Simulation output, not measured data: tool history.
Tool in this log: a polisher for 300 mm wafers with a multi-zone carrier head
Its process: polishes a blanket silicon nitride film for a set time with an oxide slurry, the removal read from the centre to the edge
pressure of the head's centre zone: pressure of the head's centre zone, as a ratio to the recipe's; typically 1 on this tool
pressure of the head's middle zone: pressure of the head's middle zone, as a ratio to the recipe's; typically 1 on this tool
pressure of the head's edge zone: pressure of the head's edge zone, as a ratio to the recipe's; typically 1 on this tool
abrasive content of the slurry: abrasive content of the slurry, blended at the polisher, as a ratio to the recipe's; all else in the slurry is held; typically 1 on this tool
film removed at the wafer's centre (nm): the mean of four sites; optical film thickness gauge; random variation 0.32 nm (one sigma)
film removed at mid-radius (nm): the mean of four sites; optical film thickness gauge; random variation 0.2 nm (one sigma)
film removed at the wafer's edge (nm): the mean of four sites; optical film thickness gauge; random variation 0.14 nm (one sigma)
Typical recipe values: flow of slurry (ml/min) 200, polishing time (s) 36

run,hour,flow of slurry (ml/min),pressure of the head's centre zone,pressure of the head's middle zone,pressure of the head's edge zone,abrasive content of the slurry,polishing time (s),"incoming thickness of the incoming film, nm",film removed at the wafer's centre (nm),film removed at mid-radius (nm),film removed at the wafer's edge (nm)
1,0,200,1.03,1,1,1,33,435.8,20.1,19.8,19.3
2,8,200,1,1,1,1.15,36,449.8,22.4,22.5,22
3,21.4,200,1,1,1,1,36,433.2,20.9,20.2,19.7
4,34.6,200,1,1,1,1,36,440.5,19.4,19.4,19
# hour 40.3: worn pad replaced by a new one
5,46.9,200,1,1,1,1,36,437.1,22.2,22,21.5
6,57.4,200,1,1,1,1,36,446.5,21.6,22.3,21.5
7,67.6,200,1,1,1,1,36,442.9,22.3,21.2,21.3
# hour 81: carrier head's membrane replaced by a new one
# hour 82.7: edge zone pressure recalibrated
8,83.2,200,1,1,1,1,36,443,21.1,20.8,20.8
# hour 88.2: centre zone pressure recalibrated
9,88.7,200,0.91,1,1,1,36,449.1,18.6,20.9,20.6
# hour 93.9: slurry nozzle cleaned
10,94.4,200,1,1,1,1.15,36,440.1,22.2,21.7,21.4
11,107.8,200,1,1,0.92,1,44,444.5,23.8,23.9,22.5
# hour 124.6: worn pad replaced by a new one
12,125.1,235,1.09,1,1.05,1,36,437.9,25.4,22.6,22.9
13,140.1,240,1,1,1,0.9,36,446.7,21.8,21.3,21
14,147.8,175,0.91,1,1,0.7,36,442.8,16.6,18,17.8
15,161.5,200,1.07,1,1,1.15,36,446.1,24.9,22.8,22.6
16,174.9,200,1,1,1,1,36,445,21,21,20.7
17,183.2,200,1,1,0.93,1,36,434.3,20.5,20.4,19.5
18,190.1,200,1,1,0.96,1,36,442.8,20.1,20.1,19.2

Some steps in film removed at the wafer's centre (nm), run to run, broken into two amounts with sign: the step expected even without the hidden condition (settings, incoming material, random variation), and the rest, left for the hidden condition together with whatever gauge scatter is not in both the measured and the hidden-condition-free result:
Unlogged tool condition in this case: removal rate lost through wear of the pad, %; slurry flow missing at the pad, %; deviation of the centre zone's pressure from its setpoint, %; deviation of the edge zone's pressure from its setpoint, %.
Run 11 -> 12: flow of slurry (ml/min) 200 -> 235, pressure of the head's centre zone 1 -> 1.09, pressure of the head's edge zone 0.92 -> 1.05, polishing time (s) 44 -> 36, worn pad replaced by a new one. film removed at the wafer's centre (nm) +1.6: hidden state +3.3, all else -1.7.
Run 14 -> 15: flow of slurry (ml/min) 175 -> 200, pressure of the head's centre zone 0.91 -> 1.07, abrasive content of the slurry 0.7 -> 1.15. film removed at the wafer's centre (nm) +8.3: hidden state -0.7, all else +9.
